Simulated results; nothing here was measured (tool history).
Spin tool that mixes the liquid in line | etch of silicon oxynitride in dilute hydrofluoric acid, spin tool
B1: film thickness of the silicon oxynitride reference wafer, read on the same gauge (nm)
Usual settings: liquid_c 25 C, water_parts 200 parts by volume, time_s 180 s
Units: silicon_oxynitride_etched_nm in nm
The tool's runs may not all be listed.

Run 1, hour 0: usual settings but time_s 155 s; B1 120. Result: silicon_oxynitride_etched_nm 3.047 nm.
Run 2, hour 51.9: usual settings but time_s 155 s; B1 120.003. Result: silicon_oxynitride_etched_nm 3.059 nm.
Run 3, hour 129.6: usual settings but time_s 155 s; B1 120.004. Result: silicon_oxynitride_etched_nm 3.014 nm.
Run 4, hour 178.3: usual settings but water_parts 270 parts by volume; B1 120.022. Result: silicon_oxynitride_etched_nm 2.495 nm.
Run 5, hour 274.1: usual settings but liquid_c 28.5 C; B1 119.983. Result: silicon_oxynitride_etched_nm 4.105 nm.
Run 6, hour 377.6: usual settings; B1 119.98. Result: silicon_oxynitride_etched_nm 3.549 nm.
Run 7, hour 485.5: usual settings; B1 119.994. Result: silicon_oxynitride_etched_nm 3.479 nm.
At hour 557.1: hydrofluoric acid flow meter replaced.
Run 8, hour 577.8: usual settings; B1 120.017. Result: silicon_oxynitride_etched_nm 3.501 nm.
Run 9, hour 637.4: usual settings; B1 120.002. Result: silicon_oxynitride_etched_nm 3.514 nm.
Run 10, hour 734: usual settings; B1 119.987. Result: silicon_oxynitride_etched_nm 3.467 nm.
Run 11, hour 828.8: usual settings; B1 119.989. Result: silicon_oxynitride_etched_nm 3.481 nm.
Run 12, hour 874.7: usual settings but water_parts 270 parts by volume; B1 119.983. Result: silicon_oxynitride_etched_nm 2.464 nm.
At hour 952.8: thermometer replaced.
Run 13, hour 963.2: usual settings but liquid_c 22 C, water_parts 140 parts by volume, time_s 230 s; B1 120.008. Result: silicon_oxynitride_etched_nm 5.423 nm.
Run 14, hour 1001.4: usual settings; B1 119.997. Result: silicon_oxynitride_etched_nm 3.276 nm.
Run 15, hour 1038: usual settings but water_parts 150 parts by volume; B1 120.023. Result: silicon_oxynitride_etched_nm 4.496 nm.
Run 16, hour 1096.5: usual settings but liquid_c 22 C, water_parts 265 parts by volume, time_s 140 s; B1 120.002. Result: silicon_oxynitride_etched_nm 1.577 nm.
At hour 1215.1: thermometer replaced, repeated, since the last time left the tool worse.
Run 17, hour 1304.7: usual settings but water_parts 230 parts by volume; B1 119.991. Result: silicon_oxynitride_etched_nm 3.147 nm.
Run 18, hour 1357.1: usual settings; B1 120.017. Result: silicon_oxynitride_etched_nm 3.695 nm.
At hour 1392.5: gauge calibrated.
At hour 1408.9: hydrofluoric acid flow meter replaced.
Run 19, hour 1446.2: usual settings but water_parts 140 parts by volume, time_s 235 s; B1 119.988. Result: silicon_oxynitride_etched_nm 7.216 nm.
Run 20, hour 1495.4: usual settings but liquid_c 23.5 C, water_parts 165 parts by volume, time_s 130 s; B1 120.004. Result: silicon_oxynitride_etched_nm 3.111 nm.
Run 21, hour 1596.1: usual settings but liquid_c 27 C, water_parts 250 parts by volume, time_s 270 s; B1 120.004. Result: silicon_oxynitride_etched_nm 4.634 nm.
Run 22, hour 1667.5: usual settings but water_parts 105 parts by volume, time_s 220 s; B1 119.99. Result: silicon_oxynitride_etched_nm 9.263 nm.
Run 23, hour 1871.9: usual settings but liquid_c 20.5 C, water_parts 245 parts by volume, time_s 210 s; B1 119.982. Result: silicon_oxynitride_etched_nm 2.773 nm.

Forecast each of these 3 alternatives for the next run:
Run A, hour 1872.4: usual settings but water_parts 170 parts by volume; B1 ?. Result: silicon_oxynitride_etched_nm ?.
Run B, hour 1872.4: usual settings but water_parts 115 parts by volume, time_s 215 s; B1 ?. Result: silicon_oxynitride_etched_nm ?.
Run C, hour 1872.4: usual settings but water_parts 165 parts by volume, time_s 100 s; B1 ?. Result: silicon_oxynitride_etched_nm ?.

run       B1  silicon_oxynitride_etched_nm
  A  120.016                         4.464
  B  120.016                         8.242
  C  120.016                         2.565
Without the tool's hidden state the same runs would have given:
run  silicon_oxynitride_etched_nm
  A                         4.551
  B                         8.409
  C                         2.616
